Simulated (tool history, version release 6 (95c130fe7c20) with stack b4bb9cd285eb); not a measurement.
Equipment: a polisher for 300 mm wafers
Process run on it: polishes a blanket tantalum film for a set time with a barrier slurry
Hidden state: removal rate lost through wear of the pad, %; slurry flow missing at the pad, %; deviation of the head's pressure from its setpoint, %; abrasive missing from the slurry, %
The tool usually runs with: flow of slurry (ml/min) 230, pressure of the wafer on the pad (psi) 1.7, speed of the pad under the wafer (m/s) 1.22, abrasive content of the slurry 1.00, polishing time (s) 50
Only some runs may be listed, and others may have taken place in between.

run     day  flow of slurry (ml/min)  pressure of the wafer on the pad (psi)  speed of the pad under the wafer (m/s)  abrasive content of the slurry  polishing time (s)  wafers since the last listed run  wafers polished on this pad  hours since the slurry nozzle was cleaned  hours since the head pressure was calibrated  hours since the slurry blender was calibrated  incoming thickness of the incoming film, nm  film removed (nm)
  1   0.000                      280                                     1.7                                    1.22                            1.00                  50                                 0                          359                                      772.0                                         709.3                                          225.1                                        366.3               75.7
  2   0.433                      260                                     1.7                                    1.12                            1.00                  50                               116                          475                                      782.4                                         719.7                                          235.5                                        373.7               69.2
  3   0.729                      260                                     1.7                                    1.12                            1.00                  50                                79                          555                                      789.5                                         726.8                                          242.6                                        368.7               69.8
  4   1.850                      230                                     1.7                                    1.22                            1.00                  50                               300                          855                                      816.4                                         753.7                                          269.5                                        377.7               73.2
      2.133  -- worn pad replaced by a new one
  5   2.200                      230                                     1.7                                    1.22                            1.00                  50                                49                           17                                      824.8                                         762.1                                          277.9                                        371.3               74.8
  6   2.646                      230                                     1.7                                    1.22                            1.00                  50                               119                          136                                      835.5                                         772.8                                          288.6                                        370.1               73.9
  7   2.967                      230                                     1.7                                    1.22                            1.00                  50                                86                          222                                      843.2                                         780.5                                          296.3                                        366.6               74.6
  8   3.492                      230                                     1.7                                    1.04                            1.00                  58                               140                          363                                      855.8                                         793.1                                          308.9                                        366.8               74.6
  9   4.062                      230                                     1.7                                    1.04                            1.00                  58                               153                          516                                      869.5                                         806.8                                          322.6                                        364.6               75.0
 10   4.446                      230                                     1.7                                    1.04                            1.00                  58                               102                          619                                      878.7                                         816.0                                          331.8                                        362.2               74.1
 11   4.783                      185                                     1.7                                    1.22                            0.90                  50                                90                          709                                      886.8                                         824.1                                          339.9                                        366.3               70.7
      5.354  -- worn pad replaced by a new one
 12   5.375                      185                                     1.7                                    1.22                            0.90                  50                               113                            5                                      901.0                                         838.3                                          354.1                                        364.1               69.6
 13   5.962                      185                                     1.7                                    1.22                            0.90                  50                               157                          162                                      915.1                                         852.4                                          368.2                                        367.0               69.6
 14   6.488                      230                                     1.7                                    1.22                            1.00                  50                               140                          303                                      927.7                                         865.0                                          380.8                                        373.4               73.2
 15   6.758                      175                                     1.7                                    0.94                            1.10                  41                                72                          375                                      934.2                                         871.5                                          387.3                                        372.7               47.4
      7.042  -- head pressure recalibrated
      7.246  -- slurry blender recalibrated
 16   7.433                      275                                     1.7                                    1.22                            1.00                  50                               136                          512                                      950.4                                           9.4                                            4.5                                        369.1               76.3
 17   7.904                      230                                     1.7                                    1.22                            1.00                  50                               126                          638                                      961.7                                          20.7                                           15.8                                        374.1               74.4
      8.467  -- worn pad replaced by a new one
 18   8.488                      230                                     1.7                                    1.22                            1.00                  50                               111                            5                                      975.7                                          34.7                                           29.8                                        364.6               73.6
      8.742  -- slurry nozzle cleaned
 19   8.758                      230                                     1.2                                    1.36                            1.00                  62                                61                           66                                        0.4                                          41.2                                           36.3                                        367.1               72.5
 20   9.188                      230                                     1.7                                    1.22                            1.00                  50                               115                          181                                       10.7                                          51.5                                           46.6                                        363.3               75.1
 21   9.888                      265                                     1.7                                    1.22                            1.00                  59                               187                          369                                       27.5                                          68.3                                           63.4                                        369.4               89.9
 22  10.396                      230                                     1.7                                    1.22                            1.00                  50                               136                          505                                       39.7                                          80.5                                           75.6                                        372.7               74.6
 23  10.675                      165                                     1.5                                    0.90                            1.30                  50                                74                          580                                       46.4                                          87.2                                           82.3                                        366.9               50.7
 24  11.250                      230                                     1.9                                    1.46                            1.15                  60                               154                          734                                       60.2                                         101.0                                           96.1                                        369.8              121.5
 25  11.617                      230                                     2.3                                    1.22                            0.85                  50                                98                          833                                       69.0                                         109.8                                          104.9                                        375.1               94.6
     12.046  -- worn pad replaced by a new one
 26  12.067                      230                                     2.1                                    0.88                            1.00                  50                                75                            5                                       79.8                                         120.6                                          115.7                                        371.7               68.1
 27  12.375                      230                                     1.7                                    1.22                            1.00                  50                                82                           88                                       87.2                                         128.0                                          123.1                                        375.0               73.0
 28  13.012                      230                                     1.7                                    1.22                            1.00                  50                               170                          259                                      102.5                                         143.3                                          138.4                                        371.3               74.2
 29  14.767                      165                                     1.7                                    1.22                            1.00                  42                               470                          729                                      144.6                                         185.4                                          180.5                                        368.4               59.8

5 ways to go on from here, each from the tool as it stands after run 29. What would each give?
  A  14.783                      230                                     1.3                                    1.22                            1.00                  50                                 4                          734                                      145.0                                         185.8                                          180.9                                        369.9                  ?
  B  14.783                      230                                     1.7                                    1.64                            1.00                  50                                 4                          734                                      145.0                                         185.8                                          180.9                                        369.9                  ?
  C  14.783                      230                                     1.7                                    1.22                            1.00                  42                                 4                          734                                      145.0                                         185.8                                          180.9                                        369.9                  ?
  D  14.783                      290                                     1.1                                    1.22                            1.25                  50                                 4                          734                                      145.0                                         185.8                                          180.9                                        369.9                  ?
  E  14.783                      230                                     1.7                                    1.22                            1.00                  57                                 4                          734                                      145.0                                         185.8                                          180.9                                        369.9                  ?

run  film removed (nm)
  A               57.2
  B               96.7
  C               62.0
  D               53.6
  E               84.2
Stripped of hidden state, with their random variation kept, the same runs would have yielded:
run  film removed (nm)
  A               57.2
  B               96.7
  C               62.0
  D               53.6
  E               84.2
